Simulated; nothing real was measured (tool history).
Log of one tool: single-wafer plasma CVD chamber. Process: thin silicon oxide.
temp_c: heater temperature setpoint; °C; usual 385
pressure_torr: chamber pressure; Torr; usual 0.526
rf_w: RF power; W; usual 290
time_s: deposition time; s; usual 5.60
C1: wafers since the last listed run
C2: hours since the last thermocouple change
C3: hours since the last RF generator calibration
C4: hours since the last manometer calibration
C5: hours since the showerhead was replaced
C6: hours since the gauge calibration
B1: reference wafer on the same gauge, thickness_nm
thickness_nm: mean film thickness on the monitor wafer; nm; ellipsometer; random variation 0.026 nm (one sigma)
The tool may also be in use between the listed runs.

Run 1, hour 0.0: usual settings; C1 0; C2 870.0; C3 1000.7; C4 358.3; C5 7141.6; C6 437.1; B1 7.524. Result: thickness_nm 6.183 nm.
Run 2, hour 59.4: usual settings; C1 1385; C2 929.4; C3 1060.1; C4 417.7; C5 7201.0; C6 496.5; B1 7.537. Result: thickness_nm 6.211 nm.
Run 3, hour 109.4: usual settings; C1 1166; C2 979.4; C3 1110.1; C4 467.7; C5 7251.0; C6 546.5; B1 7.526. Result: thickness_nm 6.203 nm.
Run 4, hour 309.3: usual settings; C1 4663; C2 1179.3; C3 1310.0; C4 667.6; C5 7450.9; C6 746.4; B1 7.538. Result: thickness_nm 6.171 nm.
Run 5, hour 367.2: usual settings; C1 1350; C2 1237.2; C3 1367.9; C4 725.5; C5 7508.8; C6 804.3; B1 7.529. Result: thickness_nm 6.181 nm.
At hour 377.4: thermocouple changed; heater temperature recalibrated.
Run 6, hour 397.7: usual settings; C1 524; C2 20.3; C3 1398.4; C4 756.0; C5 7539.3; C6 834.8; B1 7.534. Result: thickness_nm 6.253 nm.
Run 7, hour 427.5: usual settings; C1 695; C2 50.1; C3 1428.2; C4 785.8; C5 7569.1; C6 864.6; B1 7.537. Result: thickness_nm 6.271 nm.
At hour 435.8: showerhead replaced.
Run 8, hour 465.0: usual settings but time_s 5.34 s; C1 688; C2 87.6; C3 1465.7; C4 823.3; C5 29.2; C6 902.1; B1 7.538. Result: thickness_nm 5.955 nm.
Run 9, hour 535.3: usual settings but time_s 5.34 s; C1 1639; C2 157.9; C3 1536.0; C4 893.6; C5 99.5; C6 972.4; B1 7.531. Result: thickness_nm 5.927 nm.
Run 10, hour 590.2: usual settings but rf_w 330 W; C1 1280; C2 212.8; C3 1590.9; C4 948.5; C5 154.4; C6 1027.3; B1 7.536. Result: thickness_nm 6.477 nm.
At hour 602.2: RF generator calibrated.
Run 11, hour 627.1: usual settings but time_s 5.28 s; C1 674; C2 249.7; C3 24.9; C4 985.4; C5 191.3; C6 1064.2; B1 7.530. Result: thickness_nm 6.033 nm.
At hour 686.7: capacitance manometer re-zeroed and calibrated.
Run 12, hour 691.8: usual settings but temp_c 399 °C; C1 1322; C2 314.4; C3 89.6; C4 5.1; C5 256.0; C6 1128.9; B1 7.539. Result: thickness_nm 6.201 nm.
At hour 709.4: gauge calibrated.
Run 13, hour 742.0: usual settings; C1 1171; C2 364.6; C3 139.8; C4 55.3; C5 306.2; C6 32.6; B1 7.528. Result: thickness_nm 6.290 nm.
Run 14, hour 781.7: usual settings but pressure_torr 0.614 Torr; C1 926; C2 404.3; C3 179.5; C4 95.0; C5 345.9; C6 72.3; B1 7.516. Result: thickness_nm 7.247 nm.
Run 15, hour 839.6: usual settings; C1 1350; C2 462.2; C3 237.4; C4 152.9; C5 403.8; C6 130.2; B1 7.538. Result: thickness_nm 6.274 nm.
Run 16, hour 905.1: usual settings but temp_c 371 °C, pressure_torr 0.647 Torr, rf_w 235 W, time_s 5.14 s; C1 1527; C2 527.7; C3 302.9; C4 218.4; C5 469.3; C6 195.7; B1 7.544. Result: thickness_nm 6.682 nm.
Run 17, hour 1010.7: usual settings but temp_c 372 °C; C1 2463; C2 633.3; C3 408.5; C4 324.0; C5 574.9; C6 301.3; B1 7.525. Result: thickness_nm 6.315 nm.
Run 18, hour 1077.2: usual settings; C1 1551; C2 699.8; C3 475.0; C4 390.5; C5 641.4; C6 367.8; B1 7.529. Result: thickness_nm 6.231 nm.
Run 19, hour 1113.0: usual settings but temp_c 374 °C, time_s 4.60 s; C1 835; C2 735.6; C3 510.8; C4 426.3; C5 677.2; C6 403.6; B1 7.526. Result: thickness_nm 5.157 nm.
Run 20, hour 1138.4: usual settings but rf_w 310 W, time_s 5.90 s; C1 592; C2 761.0; C3 536.2; C4 451.7; C5 702.6; C6 429.0; B1 7.523. Result: thickness_nm 6.657 nm.
Run 21, hour 1168.5: usual settings but temp_c 395 °C, pressure_torr 0.615 Torr, rf_w 310 W, time_s 5.27 s; C1 702; C2 791.1; C3 566.3; C4 481.8; C5 732.7; C6 459.1; B1 7.530. Result: thickness_nm 6.828 nm.
Run 22, hour 1208.2: usual settings but pressure_torr 0.607 Torr, rf_w 345 W, time_s 6.21 s; C1 926; C2 830.8; C3 606.0; C4 521.5; C5 772.4; C6 498.8; B1 7.539. Result: thickness_nm 8.249 nm.
Run 23, hour 1253.2: usual settings; C1 1049; C2 875.8; C3 651.0; C4 566.5; C5 817.4; C6 543.8; B1 7.540. Result: thickness_nm 6.232 nm.
Run 24, hour 1322.9: usual settings; C1 1625; C2 945.5; C3 720.7; C4 636.2; C5 887.1; C6 613.5; B1 7.529. Result: thickness_nm 6.242 nm.
Run 25, hour 1359.6: usual settings but temp_c 377 °C, pressure_torr 0.560 Torr, rf_w 260 W, time_s 4.70 s; C1 856; C2 982.2; C3 757.4; C4 672.9; C5 923.8; C6 650.2; B1 7.523. Result: thickness_nm 5.410 nm.
Run 26, hour 1406.1: usual settings; C1 1084; C2 1028.7; C3 803.9; C4 719.4; C5 970.3; C6 696.7; B1 7.527. Result: thickness_nm 6.239 nm.
Run 27, hour 1536.3: usual settings but temp_c 394 °C, rf_w 260 W, time_s 6.21 s; C1 3037; C2 1158.9; C3 934.1; C4 849.6; C5 1100.5; C6 826.9; B1 7.515. Result: thickness_nm 6.670 nm.
At hour 1606.0: capacitance manometer re-zeroed and calibrated.
Run 28, hour 1607.3: usual settings but pressure_torr 0.487 Torr; C1 1469; C2 1229.9; C3 1005.1; C4 1.3; C5 1171.5; C6 897.9; B1 7.513. Result: thickness_nm 5.747 nm.
Run 29, hour 1653.5: usual settings; C1 1077; C2 1276.1; C3 1051.3; C4 47.5; C5 1217.7; C6 944.1; B1 7.528. Result: thickness_nm 6.206 nm.

Forecast each of these 3 alternatives for the next run:
Run A, hour 1653.9: usual settings but pressure_torr 0.412 Torr; C1 9; C2 1276.5; C3 1051.7; C4 47.9; C5 1218.1; C6 944.5; B1 ?. Result: thickness_nm ?.
Run B, hour 1653.9: usual settings but pressure_torr 0.629 Torr, rf_w 335 W, time_s 5.06 s; C1 9; C2 1276.5; C3 1051.7; C4 47.9; C5 1218.1; C6 944.5; B1 ?. Result: thickness_nm ?.
Run C, hour 1653.9: usual settings but rf_w 250 W, time_s 4.91 s; C1 9; C2 1276.5; C3 1051.7; C4 47.9; C5 1218.1; C6 944.5; B1 ?. Result: thickness_nm ?.

run     B1  thickness_nm
  A  7.526         4.922
  B  7.526         6.857
  C  7.526         5.222
Without the tool's hidden state the same runs would have given:
run  thickness_nm
  A         5.032
  B         7.001
  C         5.344
